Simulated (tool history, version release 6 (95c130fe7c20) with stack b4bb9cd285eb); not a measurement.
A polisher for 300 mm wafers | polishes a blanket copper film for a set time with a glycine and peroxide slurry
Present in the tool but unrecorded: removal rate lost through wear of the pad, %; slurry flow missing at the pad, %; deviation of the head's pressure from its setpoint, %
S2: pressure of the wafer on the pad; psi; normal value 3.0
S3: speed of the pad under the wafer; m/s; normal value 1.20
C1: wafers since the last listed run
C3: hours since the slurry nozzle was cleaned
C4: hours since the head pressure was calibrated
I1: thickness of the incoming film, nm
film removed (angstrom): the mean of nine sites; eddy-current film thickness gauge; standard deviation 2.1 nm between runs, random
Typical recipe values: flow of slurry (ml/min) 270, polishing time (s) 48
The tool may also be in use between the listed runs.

{"run": 1, "hour": 0.0, "flow of slurry (ml/min)": 270, "S2": 2.8, "S3": 1.2, "polishing time (s)": 48, "C1": 0, "wafers polished on this pad": 90, "C3": 433.9, "C4": 605.8, "I1": 971.0, "film removed (angstrom)": 3016}
{"run": 2, "hour": 7.6, "flow of slurry (ml/min)": 270, "S2": 2.8, "S3": 1.2, "polishing time (s)": 48, "C1": 122, "wafers polished on this pad": 212, "C3": 441.5, "C4": 613.4, "I1": 963.1, "film removed (angstrom)": 2989}
{"run": 3, "hour": 32.4, "flow of slurry (ml/min)": 270, "S2": 2.8, "S3": 1.2, "polishing time (s)": 48, "C1": 399, "wafers polished on this pad": 612, "C3": 466.3, "C4": 638.2, "I1": 976.2, "film removed (angstrom)": 2965}
{"run": 4, "hour": 45.1, "flow of slurry (ml/min)": 270, "S2": 2.5, "S3": 1.2, "polishing time (s)": 61, "C1": 204, "wafers polished on this pad": 816, "C3": 479.0, "C4": 650.9, "I1": 980.9, "film removed (angstrom)": 3358}
{"run": 5, "hour": 57.7, "flow of slurry (ml/min)": 270, "S2": 3.0, "S3": 0.98, "polishing time (s)": 48, "C1": 202, "wafers polished on this pad": 1019, "C3": 491.6, "C4": 663.5, "I1": 983.5, "film removed (angstrom)": 2508}
{"run": 6, "hour": 67.6, "flow of slurry (ml/min)": 270, "S2": 3.0, "S3": 0.98, "polishing time (s)": 48, "C1": 159, "wafers polished on this pad": 1179, "C3": 501.5, "C4": 673.4, "I1": 962.8, "film removed (angstrom)": 2485}
{"hour": 73.3, "done": "worn pad replaced by a new one"}
{"run": 7, "hour": 76.2, "flow of slurry (ml/min)": 270, "S2": 3.0, "S3": 0.98, "polishing time (s)": 48, "C1": 74, "wafers polished on this pad": 46, "C3": 510.1, "C4": 682.0, "I1": 981.5, "film removed (angstrom)": 2649}
{"run": 8, "hour": 105.1, "flow of slurry (ml/min)": 270, "S2": 3.0, "S3": 1.2, "polishing time (s)": 48, "C1": 465, "wafers polished on this pad": 511, "C3": 539.0, "C4": 710.9, "I1": 972.9, "film removed (angstrom)": 3055}
{"run": 9, "hour": 113.6, "flow of slurry (ml/min)": 270, "S2": 3.0, "S3": 1.2, "polishing time (s)": 48, "C1": 136, "wafers polished on this pad": 648, "C3": 547.5, "C4": 719.4, "I1": 955.7, "film removed (angstrom)": 3058}
{"hour": 116.2, "done": "head pressure recalibrated"}
{"run": 10, "hour": 130.4, "flow of slurry (ml/min)": 270, "S2": 3.0, "S3": 1.2, "polishing time (s)": 48, "C1": 238, "wafers polished on this pad": 886, "C3": 564.3, "C4": 14.2, "I1": 986.9, "film removed (angstrom)": 3034}
{"run": 11, "hour": 136.5, "flow of slurry (ml/min)": 270, "S2": 3.0, "S3": 1.2, "polishing time (s)": 48, "C1": 98, "wafers polished on this pad": 985, "C3": 570.4, "C4": 20.3, "I1": 972.1, "film removed (angstrom)": 2943}
{"hour": 146.9, "done": "worn pad replaced by a new one"}
{"run": 12, "hour": 149.6, "flow of slurry (ml/min)": 270, "S2": 3.0, "S3": 1.2, "polishing time (s)": 48, "C1": 146, "wafers polished on this pad": 43, "C3": 583.5, "C4": 33.4, "I1": 980.8, "film removed (angstrom)": 3136}
{"run": 13, "hour": 158.9, "flow of slurry (ml/min)": 270, "S2": 3.0, "S3": 1.2, "polishing time (s)": 48, "C1": 149, "wafers polished on this pad": 193, "C3": 592.8, "C4": 42.7, "I1": 961.3, "film removed (angstrom)": 3170}
{"hour": 160.8, "done": "slurry nozzle cleaned"}
{"run": 14, "hour": 176.0, "flow of slurry (ml/min)": 245, "S2": 3.7, "S3": 0.84, "polishing time (s)": 40, "C1": 259, "wafers polished on this pad": 452, "C3": 15.2, "C4": 59.8, "I1": 956.6, "film removed (angstrom)": 2206}
{"run": 15, "hour": 192.5, "flow of slurry (ml/min)": 270, "S2": 2.4, "S3": 1.56, "polishing time (s)": 56, "C1": 265, "wafers polished on this pad": 718, "C3": 31.7, "C4": 76.3, "I1": 960.3, "film removed (angstrom)": 3829}
{"run": 16, "hour": 202.4, "flow of slurry (ml/min)": 330, "S2": 3.0, "S3": 1.48, "polishing time (s)": 48, "C1": 159, "wafers polished on this pad": 878, "C3": 41.6, "C4": 86.2, "I1": 963.1, "film removed (angstrom)": 3704}
{"hour": 216.9, "done": "worn pad replaced by a new one"}
{"run": 17, "hour": 217.4, "flow of slurry (ml/min)": 345, "S2": 3.0, "S3": 1.2, "polishing time (s)": 48, "C1": 177, "wafers polished on this pad": 7, "C3": 56.6, "C4": 101.2, "I1": 969.6, "film removed (angstrom)": 3217}

What does the tool deliver on the next run?
{"run": 18, "hour": 221.4, "flow of slurry (ml/min)": 270, "S2": 3.0, "S3": 0.98, "polishing time (s)": 48, "C1": 64, "wafers polished on this pad": 72, "C3": 60.6, "C4": 105.2, "I1": 973.2, "film removed (angstrom)": "?"}

{"run 18": {"film removed (angstrom)": 2609}}
Take away the tool's hidden state, keep the run-to-run variation as it was, and the same run would have given film removed (angstrom) 2629.
